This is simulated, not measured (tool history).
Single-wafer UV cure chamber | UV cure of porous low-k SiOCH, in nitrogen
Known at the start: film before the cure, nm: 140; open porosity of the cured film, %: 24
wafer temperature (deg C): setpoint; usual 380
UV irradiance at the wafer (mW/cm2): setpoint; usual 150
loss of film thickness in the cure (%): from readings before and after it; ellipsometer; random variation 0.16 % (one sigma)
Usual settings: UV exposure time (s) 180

run   hour  wafer temperature (deg C)  UV exposure time (s)  UV irradiance at the wafer (mW/cm2)  loss of film thickness in the cure (%)
  1    0.0                        380                   180                                  150                                  14.990
  2   29.1                        380                   180                                  150                                  14.939
  3   60.6                        380                   180                                  150                                  15.115
  4   80.1                        380                   180                                  150                                  14.985
  5   94.7                        380                   180                                  150                                  14.720
  6  128.7                        380                   180                                  150                                  14.661
  7  149.1                        380                   180                                  150                                  15.095
  8  161.8                        390                   145                                  182                                  14.587
     177.0  -- UV bulbs replaced
  9  208.9                        388                    85                                  150                                  10.801
     236.4  -- quartz window cleaned
 10  242.0                        370                   180                                  162                                  14.148
 11  269.9                        380                   180                                  150                                  13.817
     287.0  -- quartz window cleaned, repeated, since the last time left the tool worse
 12  287.5                        380                   180                                  150                                  15.274

Run 13 comes next. What will it give?
 13  304.0                        365                   255                                  150                                       ?

{"run 13": {"loss of film thickness in the cure (%)": 16.783}}
Without the tool's hidden state the same run would have given loss of film thickness in the cure (%) 16.832.
